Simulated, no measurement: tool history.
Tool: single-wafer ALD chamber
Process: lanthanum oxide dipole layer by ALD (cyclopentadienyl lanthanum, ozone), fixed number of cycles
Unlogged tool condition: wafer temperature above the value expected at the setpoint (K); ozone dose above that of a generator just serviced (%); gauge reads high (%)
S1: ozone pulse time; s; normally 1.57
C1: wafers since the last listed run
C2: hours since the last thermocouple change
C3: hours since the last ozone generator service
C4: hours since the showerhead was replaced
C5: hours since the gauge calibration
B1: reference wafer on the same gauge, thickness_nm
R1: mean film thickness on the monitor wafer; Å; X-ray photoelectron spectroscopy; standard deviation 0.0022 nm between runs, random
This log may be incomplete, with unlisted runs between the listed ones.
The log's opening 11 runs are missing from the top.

{"run": 12, "day": 30.217, "S1": 1.57, "C1": 952, "C2": 1204.3, "C3": 195.4, "C4": 4377.2, "C5": 461.4, "B1": 0.589, "R1": 6.13}
{"run": 13, "day": 31.817, "S1": 1.57, "C1": 527, "C2": 1242.7, "C3": 233.8, "C4": 4415.6, "C5": 499.8, "B1": 0.589, "R1": 6.09}
{"day": 32.812, "done": "showerhead replaced"}
{"run": 14, "day": 35.721, "S1": 1.19, "C1": 1176, "C2": 1336.4, "C3": 327.5, "C4": 69.8, "C5": 593.5, "B1": 0.588, "R1": 5.79}
{"run": 15, "day": 37.542, "S1": 1.19, "C1": 599, "C2": 1380.1, "C3": 371.2, "C4": 113.5, "C5": 637.2, "B1": 0.589, "R1": 5.81}
{"run": 16, "day": 41.867, "S1": 1.57, "C1": 1424, "C2": 1483.9, "C3": 475, "C4": 217.3, "C5": 741, "B1": 0.587, "R1": 6.09}
{"run": 17, "day": 44.021, "S1": 2.09, "C1": 709, "C2": 1535.6, "C3": 526.7, "C4": 269, "C5": 792.7, "B1": 0.587, "R1": 6.24}
{"run": 18, "day": 48.0, "S1": 2.15, "C1": 1310, "C2": 1631.1, "C3": 622.2, "C4": 364.5, "C5": 888.2, "B1": 0.586, "R1": 6.27}
{"run": 19, "day": 51.304, "S1": 1.57, "C1": 1088, "C2": 1710.4, "C3": 701.5, "C4": 443.8, "C5": 967.5, "B1": 0.584, "R1": 6.08}
{"day": 59.267, "done": "gauge calibrated"}
{"run": 20, "day": 64.388, "S1": 1.57, "C1": 4309, "C2": 2024.4, "C3": 1015.5, "C4": 757.8, "C5": 122.9, "B1": 0.592, "R1": 6.15}
{"run": 21, "day": 67.079, "S1": 2.06, "C1": 886, "C2": 2089, "C3": 1080.1, "C4": 822.4, "C5": 187.5, "B1": 0.592, "R1": 6.31}
{"day": 71.725, "done": "thermocouple changed; heater temperature recalibrated"}
{"run": 22, "day": 71.746, "S1": 1.9, "C1": 1427, "C2": 0.5, "C3": 1192.1, "C4": 934.4, "C5": 299.5, "B1": 0.592, "R1": 6.24}
{"day": 73.638, "done": "ozone generator serviced"}
{"run": 23, "day": 73.658, "S1": 1.04, "C1": 520, "C2": 46.4, "C3": 0.5, "C4": 980.3, "C5": 345.4, "B1": 0.592, "R1": 5.67}
{"run": 24, "day": 76.054, "S1": 1.57, "C1": 789, "C2": 103.9, "C3": 58, "C4": 1037.8, "C5": 402.9, "B1": 0.591, "R1": 6.17}
{"run": 25, "day": 78.404, "S1": 1.38, "C1": 774, "C2": 160.3, "C3": 114.4, "C4": 1094.2, "C5": 459.3, "B1": 0.591, "R1": 6.03}
{"run": 26, "day": 80.896, "S1": 1.87, "C1": 820, "C2": 220.1, "C3": 174.2, "C4": 1154, "C5": 519.1, "B1": 0.591, "R1": 6.22}
{"run": 27, "day": 82.688, "S1": 0.99, "C1": 590, "C2": 263.1, "C3": 217.2, "C4": 1197, "C5": 562.1, "B1": 0.59, "R1": 5.64}
{"run": 28, "day": 85.358, "S1": 1.96, "C1": 879, "C2": 327.2, "C3": 281.3, "C4": 1261.1, "C5": 626.2, "B1": 0.59, "R1": 6.27}
{"run": 29, "day": 88.112, "S1": 1.57, "C1": 907, "C2": 393.3, "C3": 347.4, "C4": 1327.2, "C5": 692.3, "B1": 0.59, "R1": 6.11}
{"run": 30, "day": 92.612, "S1": 1.57, "C1": 1482, "C2": 501.3, "C3": 455.4, "C4": 1435.2, "C5": 800.3, "B1": 0.589, "R1": 6.12}

Forecast each of these 5 alternatives for the next run:
{"run": "A", "day": 92.629, "S1": 1.57, "C1": 5, "C2": 501.7, "C3": 455.8, "C4": 1435.6, "C5": 800.7, "B1": "?", "R1": "?"}
{"run": "B", "day": 92.629, "S1": 1.95, "C1": 5, "C2": 501.7, "C3": 455.8, "C4": 1435.6, "C5": 800.7, "B1": "?", "R1": "?"}
{"run": "C", "day": 92.629, "S1": 1.93, "C1": 5, "C2": 501.7, "C3": 455.8, "C4": 1435.6, "C5": 800.7, "B1": "?", "R1": "?"}
{"run": "D", "day": 92.629, "S1": 1.2, "C1": 5, "C2": 501.7, "C3": 455.8, "C4": 1435.6, "C5": 800.7, "B1": "?", "R1": "?"}
{"run": "E", "day": 92.629, "S1": 1.22, "C1": 5, "C2": 501.7, "C3": 455.8, "C4": 1435.6, "C5": 800.7, "B1": "?", "R1": "?"}

run=A B1=0.588 R1=6.11
run=B B1=0.588 R1=6.25
run=C B1=0.588 R1=6.25
run=D B1=0.588 R1=5.84
run=E B1=0.588 R1=5.86
With the hidden condition removed and each run's random variation left untouched, the same runs would have given:
run=A R1=6.16
run=B R1=6.3
run=C R1=6.29
run=D R1=5.89
run=E R1=5.91

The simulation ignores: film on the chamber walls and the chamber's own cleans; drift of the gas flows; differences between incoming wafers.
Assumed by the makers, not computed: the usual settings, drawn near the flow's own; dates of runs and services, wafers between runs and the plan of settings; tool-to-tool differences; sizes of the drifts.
